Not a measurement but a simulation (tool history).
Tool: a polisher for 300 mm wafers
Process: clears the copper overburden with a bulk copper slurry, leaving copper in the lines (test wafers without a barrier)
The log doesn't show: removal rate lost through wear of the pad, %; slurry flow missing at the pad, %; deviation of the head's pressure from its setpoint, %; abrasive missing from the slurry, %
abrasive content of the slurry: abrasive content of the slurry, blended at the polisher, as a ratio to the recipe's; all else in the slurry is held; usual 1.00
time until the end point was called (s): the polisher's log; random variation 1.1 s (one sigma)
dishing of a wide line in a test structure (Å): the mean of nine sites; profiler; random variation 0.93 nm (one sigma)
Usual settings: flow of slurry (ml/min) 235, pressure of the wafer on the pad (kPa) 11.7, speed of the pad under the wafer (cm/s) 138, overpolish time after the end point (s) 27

| run | day | flow of slurry (ml/min) | pressure of the wafer on the pad (kPa) | speed of the pad under the wafer (cm/s) | abrasive content of the slurry | overpolish time after the end point (s) | wafers since the last listed run | wafers polished on this pad | hours since the slurry nozzle was cleaned | hours since the head pressure was calibrated | hours since the slurry blender was calibrated | incoming thickness of the incoming film, nm | time until the end point was called (s) | dishing of a wide line in a test structure (Å) |
|---|---|---|---|---|---|---|---|---|---|---|---|---|---|---|
| 1 | 0.000 | 235 | 11.7 | 138 | 1.00 | 27 | 0 | 1223 | 551.2 | 626.3 | 140.9 | 738.0 | 123.1 | 604 |
| 2 | 2.371 | 235 | 11.7 | 138 | 1.00 | 27 | 461 | 1684 | 608.1 | 683.2 | 197.8 | 738.4 | 122.2 | 613 |
| 3 | 4.742 | 235 | 11.7 | 138 | 1.00 | 27 | 461 | 2146 | 665.0 | 740.1 | 254.7 | 741.3 | 123.3 | 605 |
| 4 | 5.804 | 235 | 11.7 | 138 | 1.00 | 27 | 206 | 2352 | 690.5 | 765.6 | 280.2 | 734.6 | 120.7 | 600 |
|  | 6.504 | worn pad replaced by a new one |
|  | 6.967 | slurry blender recalibrated |
|  | 9.092 | slurry nozzle cleaned |
| 5 | 12.396 | 235 | 11.7 | 162 | 1.00 | 27 | 1225 | 1121 | 79.3 | 923.8 | 130.3 | 731.9 | 102.3 | 642 |
|  | 19.171 | slurry blender recalibrated |
|  | 19.667 | worn pad replaced by a new one |
| 6 | 20.158 | 235 | 11.7 | 162 | 1.00 | 27 | 1461 | 95 | 265.6 | 1110.1 | 23.7 | 736.9 | 103.0 | 655 |
|  | 22.033 | head pressure recalibrated |
| 7 | 22.288 | 235 | 11.7 | 138 | 1.00 | 27 | 398 | 493 | 316.7 | 6.1 | 74.8 | 745.6 | 121.5 | 599 |
| 8 | 29.362 | 270 | 11.7 | 138 | 1.00 | 27 | 1376 | 1870 | 486.5 | 175.9 | 244.6 | 743.5 | 120.3 | 616 |
| 9 | 31.146 | 235 | 9.0 | 138 | 1.00 | 27 | 346 | 2217 | 529.3 | 218.7 | 287.4 | 740.3 | 158.2 | 508 |
| 10 | 32.488 | 235 | 11.7 | 138 | 1.00 | 27 | 261 | 2478 | 561.5 | 250.9 | 319.6 | 738.8 | 119.4 | 622 |
|  | 32.762 | slurry blender recalibrated |
|  | 32.938 | worn pad replaced by a new one |
| 11 | 34.788 | 235 | 11.7 | 138 | 1.00 | 27 | 398 | 360 | 616.7 | 306.1 | 48.6 | 744.2 | 122.7 | 608 |
| 12 | 37.433 | 235 | 15.2 | 138 | 1.00 | 27 | 514 | 875 | 680.2 | 369.6 | 112.1 | 742.4 | 97.7 | 701 |
|  | 38.821 | slurry nozzle cleaned |
| 13 | 38.842 | 155 | 11.7 | 138 | 1.20 | 27 | 265 | 1141 | 0.5 | 403.4 | 145.9 | 738.7 | 121.4 | 595 |
|  | 43.862 | slurry blender recalibrated |
|  | 44.254 | worn pad replaced by a new one |
| 14 | 47.054 | 315 | 11.7 | 138 | 1.00 | 27 | 1549 | 545 | 197.6 | 600.5 | 76.6 | 746.1 | 118.4 | 613 |
| 15 | 50.029 | 235 | 13.1 | 138 | 1.00 | 27 | 578 | 1123 | 269.0 | 671.9 | 148.0 | 729.4 | 108.2 | 638 |
| 16 | 52.967 | 235 | 11.7 | 138 | 1.00 | 38 | 571 | 1695 | 339.5 | 742.4 | 218.5 | 745.2 | 122.8 | 673 |
| 17 | 54.146 | 300 | 11.7 | 166 | 1.00 | 27 | 229 | 1924 | 367.8 | 770.7 | 246.8 | 728.3 | 97.1 | 655 |
| 18 | 55.704 | 205 | 11.7 | 98 | 1.00 | 42 | 303 | 2228 | 405.2 | 808.1 | 284.2 | 749.4 | 176.5 | 632 |
|  | 57.362 | worn pad replaced by a new one |
|  | 58.167 | slurry blender recalibrated |
| 19 | 58.417 | 235 | 11.7 | 138 | 1.00 | 27 | 479 | 188 | 470.3 | 873.2 | 6.0 | 748.4 | 124.3 | 599 |
| 20 | 60.450 | 315 | 11.7 | 138 | 1.00 | 27 | 395 | 584 | 519.1 | 922.0 | 54.8 | 733.3 | 119.5 | 602 |
| 21 | 63.138 | 260 | 11.7 | 138 | 1.30 | 27 | 522 | 1107 | 583.6 | 986.5 | 119.3 | 727.1 | 113.2 | 633 |
| 22 | 64.692 | 235 | 13.8 | 110 | 1.10 | 41 | 302 | 1409 | 620.9 | 1023.8 | 156.6 | 727.0 | 124.8 | 725 |

5 ways to go on from here, each from the tool as it stands after run 22. What would each give?
| A | 64.712 | 235 | 11.7 | 138 | 1.00 | 27 | 4 | 1413 | 621.4 | 1024.3 | 157.1 | 745.3 | ? | ? |
| B | 64.712 | 185 | 11.7 | 164 | 1.00 | 27 | 4 | 1413 | 621.4 | 1024.3 | 157.1 | 745.3 | ? | ? |
| C | 64.712 | 235 | 13.8 | 138 | 1.00 | 27 | 4 | 1413 | 621.4 | 1024.3 | 157.1 | 745.3 | ? | ? |
| D | 64.712 | 235 | 9.7 | 138 | 1.00 | 34 | 4 | 1413 | 621.4 | 1024.3 | 157.1 | 745.3 | ? | ? |
| E | 64.712 | 235 | 11.7 | 110 | 0.85 | 27 | 4 | 1413 | 621.4 | 1024.3 | 157.1 | 745.3 | ? | ? |

| run | time until the end point was called (s) | dishing of a wide line in a test structure (Å) |
|---|---|---|
| A | 122.9 | 604 |
| B | 105.7 | 641 |
| C | 105.5 | 658 |
| D | 147.2 | 598 |
| E | 158.3 | 536 |
Without the tool's hidden state the same runs would have given:
| run | time until the end point was called (s) | dishing of a wide line in a test structure (Å) |
|---|---|---|
| A | 122.9 | 604 |
| B | 105.7 | 641 |
| C | 105.5 | 658 |
| D | 147.2 | 598 |
| E | 158.3 | 536 |

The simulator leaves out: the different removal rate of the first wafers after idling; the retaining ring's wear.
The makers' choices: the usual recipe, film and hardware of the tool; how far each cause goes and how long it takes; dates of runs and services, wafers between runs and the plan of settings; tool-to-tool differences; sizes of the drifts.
